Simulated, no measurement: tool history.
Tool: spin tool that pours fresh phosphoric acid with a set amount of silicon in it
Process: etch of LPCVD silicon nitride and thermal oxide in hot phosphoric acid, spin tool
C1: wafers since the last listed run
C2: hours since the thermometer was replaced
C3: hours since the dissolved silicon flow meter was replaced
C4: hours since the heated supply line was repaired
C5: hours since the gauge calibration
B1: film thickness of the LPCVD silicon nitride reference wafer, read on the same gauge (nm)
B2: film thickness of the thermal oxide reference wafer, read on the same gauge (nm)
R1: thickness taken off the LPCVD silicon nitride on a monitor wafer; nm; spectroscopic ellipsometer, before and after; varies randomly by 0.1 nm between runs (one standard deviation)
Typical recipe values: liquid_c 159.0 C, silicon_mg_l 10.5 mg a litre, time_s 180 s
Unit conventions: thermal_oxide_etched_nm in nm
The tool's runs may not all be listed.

{"run": 1, "hour": 0.0, "liquid_c": 159.0, "silicon_mg_l": 7.0, "time_s": 180, "C1": 0, "C2": 2234.3, "C3": 192.5, "C4": 3274.6, "C5": 1676.9, "B1": 80.0, "B2": 99.971, "R1": 15.32, "thermal_oxide_etched_nm": 0.382}
{"run": 2, "hour": 101.5, "liquid_c": 159.0, "silicon_mg_l": 7.0, "time_s": 180, "C1": 627, "C2": 2335.8, "C3": 294.0, "C4": 3376.1, "C5": 1778.4, "B1": 80.0, "B2": 100.016, "R1": 15.26, "thermal_oxide_etched_nm": 0.338}
{"run": 3, "hour": 200.9, "liquid_c": 160.5, "silicon_mg_l": 10.5, "time_s": 180, "C1": 614, "C2": 2435.2, "C3": 393.4, "C4": 3475.5, "C5": 1877.8, "B1": 80.0, "B2": 100.045, "R1": 16.06, "thermal_oxide_etched_nm": 0.366}
{"hour": 297.6, "done": "gauge calibrated"}
{"run": 4, "hour": 304.1, "liquid_c": 159.0, "silicon_mg_l": 10.5, "time_s": 180, "C1": 638, "C2": 2538.4, "C3": 496.6, "C4": 3578.7, "C5": 6.5, "B1": 79.98, "B2": 99.965, "R1": 15.23, "thermal_oxide_etched_nm": 0.385}
{"run": 5, "hour": 361.2, "liquid_c": 157.5, "silicon_mg_l": 19.0, "time_s": 275, "C1": 353, "C2": 2595.5, "C3": 553.7, "C4": 3635.8, "C5": 63.6, "B1": 79.98, "B2": 100.009, "R1": 22.32, "thermal_oxide_etched_nm": 0.386}
{"run": 6, "hour": 431.9, "liquid_c": 158.0, "silicon_mg_l": 16.5, "time_s": 90, "C1": 437, "C2": 2666.2, "C3": 624.4, "C4": 3706.5, "C5": 134.3, "B1": 79.99, "B2": 100.013, "R1": 7.35, "thermal_oxide_etched_nm": 0.118}
{"run": 7, "hour": 482.9, "liquid_c": 157.5, "silicon_mg_l": 15.5, "time_s": 180, "C1": 315, "C2": 2717.2, "C3": 675.4, "C4": 3757.5, "C5": 185.3, "B1": 80.0, "B2": 100.015, "R1": 14.57, "thermal_oxide_etched_nm": 0.222}
{"hour": 530.7, "done": "heated supply line repaired"}
{"run": 8, "hour": 542.6, "liquid_c": 161.5, "silicon_mg_l": 5.0, "time_s": 180, "C1": 363, "C2": 2776.9, "C3": 735.1, "C4": 11.9, "C5": 245.0, "B1": 79.98, "B2": 99.967, "R1": 16.43, "thermal_oxide_etched_nm": 0.509}
{"run": 9, "hour": 606.4, "liquid_c": 159.0, "silicon_mg_l": 10.5, "time_s": 275, "C1": 394, "C2": 2840.7, "C3": 798.9, "C4": 75.7, "C5": 308.8, "B1": 80.02, "B2": 99.985, "R1": 23.45, "thermal_oxide_etched_nm": 0.547}
{"run": 10, "hour": 659.0, "liquid_c": 157.0, "silicon_mg_l": 10.5, "time_s": 180, "C1": 325, "C2": 2893.3, "C3": 851.5, "C4": 128.3, "C5": 361.4, "B1": 80.0, "B2": 100.025, "R1": 14.08, "thermal_oxide_etched_nm": 0.225}
{"run": 11, "hour": 762.7, "liquid_c": 159.0, "silicon_mg_l": 18.5, "time_s": 75, "C1": 641, "C2": 2997.0, "C3": 955.2, "C4": 232.0, "C5": 465.1, "B1": 80.01, "B2": 99.999, "R1": 6.31, "thermal_oxide_etched_nm": 0.14}
{"hour": 775.3, "done": "thermometer replaced"}
{"hour": 799.4, "done": "dissolved silicon flow meter replaced"}
{"run": 12, "hour": 851.9, "liquid_c": 156.5, "silicon_mg_l": 15.5, "time_s": 105, "C1": 539, "C2": 76.6, "C3": 52.5, "C4": 321.2, "C5": 554.3, "B1": 80.01, "B2": 100.009, "R1": 8.25, "thermal_oxide_etched_nm": 0.168}
{"run": 13, "hour": 889.9, "liquid_c": 160.5, "silicon_mg_l": 10.5, "time_s": 95, "C1": 234, "C2": 114.6, "C3": 90.5, "C4": 359.2, "C5": 592.3, "B1": 80.0, "B2": 99.995, "R1": 8.5, "thermal_oxide_etched_nm": 0.183}
{"run": 14, "hour": 974.5, "liquid_c": 158.0, "silicon_mg_l": 10.5, "time_s": 180, "C1": 523, "C2": 199.2, "C3": 175.1, "C4": 443.8, "C5": 676.9, "B1": 79.99, "B2": 100.023, "R1": 14.75, "thermal_oxide_etched_nm": 0.363}
{"run": 15, "hour": 1065.6, "liquid_c": 159.0, "silicon_mg_l": 10.5, "time_s": 180, "C1": 563, "C2": 290.3, "C3": 266.2, "C4": 534.9, "C5": 768.0, "B1": 80.01, "B2": 100.006, "R1": 15.19, "thermal_oxide_etched_nm": 0.375}
{"run": 16, "hour": 1147.0, "liquid_c": 159.0, "silicon_mg_l": 10.5, "time_s": 180, "C1": 503, "C2": 371.7, "C3": 347.6, "C4": 616.3, "C5": 849.4, "B1": 80.02, "B2": 100.049, "R1": 15.29, "thermal_oxide_etched_nm": 0.294}
{"run": 17, "hour": 1203.6, "liquid_c": 159.0, "silicon_mg_l": 7.5, "time_s": 95, "C1": 350, "C2": 428.3, "C3": 404.2, "C4": 672.9, "C5": 906.0, "B1": 80.01, "B2": 99.978, "R1": 7.99, "thermal_oxide_etched_nm": 0.18}
{"run": 18, "hour": 1242.3, "liquid_c": 161.5, "silicon_mg_l": 8.0, "time_s": 110, "C1": 239, "C2": 467.0, "C3": 442.9, "C4": 711.6, "C5": 944.7, "B1": 79.97, "B2": 99.985, "R1": 10.15, "thermal_oxide_etched_nm": 0.268}
{"run": 19, "hour": 1342.9, "liquid_c": 160.0, "silicon_mg_l": 18.5, "time_s": 100, "C1": 622, "C2": 567.6, "C3": 543.5, "C4": 812.2, "C5": 1045.3, "B1": 79.99, "B2": 99.962, "R1": 8.74, "thermal_oxide_etched_nm": 0.147}
{"run": 20, "hour": 1437.8, "liquid_c": 156.5, "silicon_mg_l": 16.0, "time_s": 235, "C1": 586, "C2": 662.5, "C3": 638.4, "C4": 907.1, "C5": 1140.2, "B1": 80.0, "B2": 100.019, "R1": 18.18, "thermal_oxide_etched_nm": 0.38}
{"run": 21, "hour": 1526.1, "liquid_c": 157.5, "silicon_mg_l": 16.5, "time_s": 115, "C1": 546, "C2": 750.8, "C3": 726.7, "C4": 995.4, "C5": 1228.5, "B1": 79.99, "B2": 99.985, "R1": 9.34, "thermal_oxide_etched_nm": 0.17}
{"run": 22, "hour": 1608.6, "liquid_c": 159.0, "silicon_mg_l": 10.5, "time_s": 180, "C1": 510, "C2": 833.3, "C3": 809.2, "C4": 1077.9, "C5": 1311.0, "B1": 80.01, "B2": 99.984, "R1": 15.21, "thermal_oxide_etched_nm": 0.279}

For each entry between runs, how does the tool's hidden state at the last listed run before it compare with that at the first listed run after it?
Runs 3 to 4: gauge calibrated (hour 297.6)
  the hidden state is the same at both runs
Runs 7 to 8: heated supply line repaired (hour 530.7)
  the hidden state is the same at both runs
Runs 11 to 12: thermometer replaced (hour 775.3); dissolved silicon flow meter replaced (hour 799.4)
  the hidden state is the same at both runs
